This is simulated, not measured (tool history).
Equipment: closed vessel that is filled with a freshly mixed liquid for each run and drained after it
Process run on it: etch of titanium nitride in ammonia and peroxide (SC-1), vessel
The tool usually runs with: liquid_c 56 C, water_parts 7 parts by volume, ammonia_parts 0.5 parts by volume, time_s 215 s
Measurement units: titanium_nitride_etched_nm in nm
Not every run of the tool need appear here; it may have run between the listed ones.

run,hour,liquid_c,water_parts,ammonia_parts,time_s,wafers since the last listed run,hours since the thermometer was replaced,hours since the ammonia flow meter was replaced,hours since the drum of ammonia solution was connected,hours since the gauge calibration,"read-back film thickness of the titanium nitride reference wafer, read on the same gauge (nm)",titanium_nitride_etched_nm
1,0,56,7,0.5,215,0,2223.1,488,590.1,1763.2,99.99,13.99
2,46,56,7,0.5,215,5308,2269.1,534,636.1,1809.2,99.98,14.1
# hour 89.5: new drum of ammonia solution connected
3,122.1,56,7,0.5,215,8667,2345.2,610.1,32.6,1885.3,100,14.21
# hour 146.5: ammonia flow meter replaced
4,164.2,56,7,0.5,215,4743,2387.3,17.7,74.7,1927.4,100.01,14.43
5,473,56,7,0.5,215,35638,2696.1,326.5,383.5,2236.2,100.02,14.21
6,574.1,56,7,0.5,215,11667,2797.2,427.6,484.6,2337.3,100.01,14.17
7,639.4,56,7,0.5,215,7536,2862.5,492.9,549.9,2402.6,99.99,14.21
# hour 645: new drum of ammonia solution connected
8,702.7,56,7,0.5,215,7189,2925.8,556.2,57.7,2465.9,99.99,14.34
# hour 746.8: ammonia flow meter replaced
9,750.9,56,7,0.5,215,5447,2974,4.1,105.9,2514.1,99.98,14.52
# hour 780.1: thermometer replaced
# hour 800.4: gauge calibrated
10,840.9,56,7,0.5,215,10271,60.8,94.1,195.9,40.5,99.98,14.25
11,887.4,60,5,0.4,105,5366,107.3,140.6,242.4,87,99.98,10.38
12,966.2,56,9,0.7,285,9094,186.1,219.4,321.2,165.8,100,17.77
13,1009.1,51.5,5,0.4,90,4951,229,262.3,364.1,208.7,100,5
14,1090.3,56,5,0.5,275,9371,310.2,343.5,445.3,289.9,100.01,21.44
15,1165.2,63.5,10,0.6,305,8644,385.1,418.4,520.2,364.8,100,28.2
# hour 1241.5: new drum of ammonia solution connected
16,1261.2,56,7,0.5,215,10963,481.1,514.4,19.7,460.8,99.98,14.16
17,1314.5,56,5,0.7,215,6151,534.4,567.7,73,514.1,100,17.61
# hour 1376.7: ammonia flow meter replaced
18,1400.6,65,7,0.75,300,9821,620.5,23.9,159.1,600.2,99.99,38.68
19,1446.4,56,7,0.5,215,5285,666.3,69.7,204.9,646,99.99,14.37
20,1508.1,61,9,0.7,215,7120,728,131.4,266.6,707.7,100.02,18.53
21,1548.6,59,5,0.3,280,4674,768.5,171.9,307.1,748.2,99.98,24.62
22,1637.4,56,7,0.75,140,10248,857.3,260.7,395.9,837,99.99,9.86
23,1716.7,56,7,0.5,215,9151,936.6,340,475.2,916.3,100,14.2
24,1757.9,65,7,0.7,100,4754,977.8,381.2,516.4,957.5,99.98,12.46
25,1802.4,50.5,7,0.5,105,5135,1022.3,425.7,560.9,1002,99.99,4.73
26,1849.6,56,7,0.3,130,5447,1069.5,472.9,608.1,1049.2,100,7.7

5 ways to go on from here, each from the tool as it stands after run 26. What would each give?
A,1850.3,56,7,0.6,215,80,1070.2,473.6,608.8,1049.9,?,?
B,1850.3,50.5,5,0.25,335,80,1070.2,473.6,608.8,1049.9,?,?
C,1850.3,56,7,0.65,215,80,1070.2,473.6,608.8,1049.9,?,?
D,1850.3,53,7,0.3,215,80,1070.2,473.6,608.8,1049.9,?,?
E,1850.3,56,7,0.75,285,80,1070.2,473.6,608.8,1049.9,?,?

run,"read-back film thickness of the titanium nitride reference wafer, read on the same gauge (nm)",titanium_nitride_etched_nm
A,99.97,14.46
B,99.97,15.67
C,99.97,14.65
D,99.97,10.45
E,99.97,19.87
Stripped of hidden state, with their random variation kept, the same runs would have yielded:
run,titanium_nitride_etched_nm
A,14.99
B,16.31
C,15.18
D,10.88
E,20.56
